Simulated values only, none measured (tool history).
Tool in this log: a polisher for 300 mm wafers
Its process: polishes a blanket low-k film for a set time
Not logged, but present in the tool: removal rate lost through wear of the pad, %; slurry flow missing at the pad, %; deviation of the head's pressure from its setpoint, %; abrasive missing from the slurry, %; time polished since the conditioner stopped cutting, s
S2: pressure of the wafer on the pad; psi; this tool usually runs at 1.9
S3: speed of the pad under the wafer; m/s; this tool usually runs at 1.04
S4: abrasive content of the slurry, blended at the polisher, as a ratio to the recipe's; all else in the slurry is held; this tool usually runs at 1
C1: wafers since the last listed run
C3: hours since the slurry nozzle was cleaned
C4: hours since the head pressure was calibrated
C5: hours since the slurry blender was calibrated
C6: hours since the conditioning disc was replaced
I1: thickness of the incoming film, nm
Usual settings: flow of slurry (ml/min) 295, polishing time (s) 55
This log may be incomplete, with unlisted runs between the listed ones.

{"run": 1, "hour": 0.0, "flow of slurry (ml/min)": 295, "S2": 1.9, "S3": 1.04, "S4": 1, "polishing time (s)": 55, "C1": 0, "wafers polished on this pad": 1456, "C3": 253.4, "C4": 617.8, "C5": 156.8, "C6": 197.8, "I1": 716.6, "film removed (nm)": 27.4}
{"hour": 3.5, "done": "worn pad replaced by a new one"}
{"run": 2, "hour": 23.5, "flow of slurry (ml/min)": 295, "S2": 1.9, "S3": 1.04, "S4": 1, "polishing time (s)": 55, "C1": 294, "wafers polished on this pad": 294, "C3": 276.9, "C4": 641.3, "C5": 180.3, "C6": 221.3, "I1": 709, "film removed (nm)": 27.4}
{"run": 3, "hour": 39.1, "flow of slurry (ml/min)": 335, "S2": 1.9, "S3": 1.04, "S4": 1, "polishing time (s)": 55, "C1": 230, "wafers polished on this pad": 525, "C3": 292.5, "C4": 656.9, "C5": 195.9, "C6": 236.9, "I1": 697.4, "film removed (nm)": 27.9}
{"run": 4, "hour": 72.4, "flow of slurry (ml/min)": 335, "S2": 1.9, "S3": 1.04, "S4": 1, "polishing time (s)": 55, "C1": 491, "wafers polished on this pad": 1016, "C3": 325.8, "C4": 690.2, "C5": 229.2, "C6": 270.2, "I1": 713.2, "film removed (nm)": 27.7}
{"run": 5, "hour": 93.4, "flow of slurry (ml/min)": 335, "S2": 1.9, "S3": 1.04, "S4": 1, "polishing time (s)": 55, "C1": 310, "wafers polished on this pad": 1326, "C3": 346.8, "C4": 711.2, "C5": 250.2, "C6": 291.2, "I1": 711.4, "film removed (nm)": 27.3}
{"hour": 106.0, "done": "worn pad replaced by a new one"}
{"hour": 107.0, "done": "slurry nozzle cleaned"}
{"run": 6, "hour": 114.0, "flow of slurry (ml/min)": 295, "S2": 1.9, "S3": 1.04, "S4": 1, "polishing time (s)": 55, "C1": 230, "wafers polished on this pad": 103, "C3": 7, "C4": 731.8, "C5": 270.8, "C6": 311.8, "I1": 715.8, "film removed (nm)": 27}
{"run": 7, "hour": 145.3, "flow of slurry (ml/min)": 295, "S2": 1.6, "S3": 1.04, "S4": 1, "polishing time (s)": 55, "C1": 462, "wafers polished on this pad": 565, "C3": 38.3, "C4": 763.1, "C5": 302.1, "C6": 343.1, "I1": 712.6, "film removed (nm)": 23.6}
{"run": 8, "hour": 179.4, "flow of slurry (ml/min)": 295, "S2": 1.6, "S3": 1.04, "S4": 1, "polishing time (s)": 55, "C1": 503, "wafers polished on this pad": 1069, "C3": 72.4, "C4": 797.2, "C5": 336.2, "C6": 377.2, "I1": 705.8, "film removed (nm)": 23.5}
{"run": 9, "hour": 209.0, "flow of slurry (ml/min)": 295, "S2": 1.6, "S3": 1.04, "S4": 1, "polishing time (s)": 55, "C1": 436, "wafers polished on this pad": 1506, "C3": 102, "C4": 826.8, "C5": 365.8, "C6": 406.8, "I1": 711.2, "film removed (nm)": 24}
{"hour": 219.9, "done": "worn pad replaced by a new one"}
{"run": 10, "hour": 225.2, "flow of slurry (ml/min)": 295, "S2": 1.9, "S3": 0.76, "S4": 1, "polishing time (s)": 55, "C1": 180, "wafers polished on this pad": 78, "C3": 118.2, "C4": 843, "C5": 382, "C6": 423, "I1": 723.5, "film removed (nm)": 21.7}
{"hour": 250.2, "done": "head pressure recalibrated"}
{"run": 11, "hour": 251.1, "flow of slurry (ml/min)": 205, "S2": 1.9, "S3": 1.14, "S4": 1, "polishing time (s)": 55, "C1": 352, "wafers polished on this pad": 431, "C3": 144.1, "C4": 0.9, "C5": 407.9, "C6": 448.9, "I1": 701.9, "film removed (nm)": 26.7}
{"hour": 265.5, "done": "conditioning disc replaced and pad reconditioned"}
{"run": 12, "hour": 283.9, "flow of slurry (ml/min)": 295, "S2": 1.9, "S3": 1.04, "S4": 1, "polishing time (s)": 48, "C1": 454, "wafers polished on this pad": 885, "C3": 176.9, "C4": 33.7, "C5": 440.7, "C6": 18.4, "I1": 711.5, "film removed (nm)": 22.6}
{"run": 13, "hour": 299.0, "flow of slurry (ml/min)": 230, "S2": 2.5, "S3": 1.04, "S4": 1, "polishing time (s)": 48, "C1": 222, "wafers polished on this pad": 1108, "C3": 192, "C4": 48.8, "C5": 455.8, "C6": 33.5, "I1": 714.7, "film removed (nm)": 29}
{"hour": 315.5, "done": "worn pad replaced by a new one"}
{"run": 14, "hour": 316.0, "flow of slurry (ml/min)": 295, "S2": 1.9, "S3": 1.04, "S4": 1, "polishing time (s)": 40, "C1": 191, "wafers polished on this pad": 6, "C3": 209, "C4": 65.8, "C5": 472.8, "C6": 50.5, "I1": 711.3, "film removed (nm)": 19}
{"hour": 331.8, "done": "slurry blender recalibrated"}
{"run": 15, "hour": 344.7, "flow of slurry (ml/min)": 295, "S2": 1.3, "S3": 1.36, "S4": 0.85, "polishing time (s)": 42, "C1": 394, "wafers polished on this pad": 401, "C3": 237.7, "C4": 94.5, "C5": 12.9, "C6": 79.2, "I1": 706.6, "film removed (nm)": 16.1}
{"run": 16, "hour": 369.0, "flow of slurry (ml/min)": 390, "S2": 1.9, "S3": 1.2, "S4": 1, "polishing time (s)": 55, "C1": 358, "wafers polished on this pad": 759, "C3": 262, "C4": 118.8, "C5": 37.2, "C6": 103.5, "I1": 694.6, "film removed (nm)": 30.5}
{"run": 17, "hour": 388.5, "flow of slurry (ml/min)": 295, "S2": 2.2, "S3": 0.88, "S4": 1, "polishing time (s)": 55, "C1": 287, "wafers polished on this pad": 1047, "C3": 281.5, "C4": 138.3, "C5": 56.7, "C6": 123, "I1": 722.3, "film removed (nm)": 26.4}
{"hour": 392.5, "done": "slurry nozzle cleaned"}
{"hour": 412.5, "done": "worn pad replaced by a new one"}
{"run": 18, "hour": 482.9, "flow of slurry (ml/min)": 295, "S2": 1.9, "S3": 1.04, "S4": 1.25, "polishing time (s)": 55, "C1": 1319, "wafers polished on this pad": 1039, "C3": 90.4, "C4": 232.7, "C5": 151.1, "C6": 217.4, "I1": 717.4, "film removed (nm)": 28.7}
{"hour": 511.3, "done": "worn pad replaced by a new one"}
{"run": 19, "hour": 518.3, "flow of slurry (ml/min)": 295, "S2": 1.9, "S3": 1.04, "S4": 1, "polishing time (s)": 55, "C1": 463, "wafers polished on this pad": 102, "C3": 125.8, "C4": 268.1, "C5": 186.5, "C6": 252.8, "I1": 698.1, "film removed (nm)": 26.8}
{"run": 20, "hour": 539.7, "flow of slurry (ml/min)": 385, "S2": 1.9, "S3": 0.82, "S4": 0.9, "polishing time (s)": 60, "C1": 315, "wafers polished on this pad": 418, "C3": 147.2, "C4": 289.5, "C5": 207.9, "C6": 274.2, "I1": 706.1, "film removed (nm)": 24.2}
{"run": 21, "hour": 562.2, "flow of slurry (ml/min)": 295, "S2": 1.9, "S3": 1.04, "S4": 1, "polishing time (s)": 55, "C1": 332, "wafers polished on this pad": 750, "C3": 169.7, "C4": 312, "C5": 230.4, "C6": 296.7, "I1": 700.1, "film removed (nm)": 27.1}

3 options for the next run, each taken on its own from the tool as it stands now. Forecast them:
{"run": "A", "hour": 562.6, "flow of slurry (ml/min)": 295, "S2": 1.9, "S3": 1.04, "S4": 0.85, "polishing time (s)": 55, "C1": 5, "wafers polished on this pad": 756, "C3": 170.1, "C4": 312.4, "C5": 230.8, "C6": 297.1, "I1": 707.4, "film removed (nm)": "?"}
{"run": "B", "hour": 562.6, "flow of slurry (ml/min)": 295, "S2": 1.9, "S3": 1.04, "S4": 0.9, "polishing time (s)": 36, "C1": 5, "wafers polished on this pad": 756, "C3": 170.1, "C4": 312.4, "C5": 230.8, "C6": 297.1, "I1": 707.4, "film removed (nm)": "?"}
{"run": "C", "hour": 562.6, "flow of slurry (ml/min)": 295, "S2": 1.6, "S3": 1.16, "S4": 0.85, "polishing time (s)": 55, "C1": 5, "wafers polished on this pad": 756, "C3": 170.1, "C4": 312.4, "C5": 230.8, "C6": 297.1, "I1": 707.4, "film removed (nm)": "?"}

run=A film_removed_(nm)=25.2
run=B film_removed_(nm)=16.9
run=C film_removed_(nm)=23.2
Stripped of hidden state, with their random variation kept, the same runs would have yielded:
run=A film_removed_(nm)=23.9
run=B film_removed_(nm)=16
run=C film_removed_(nm)=22
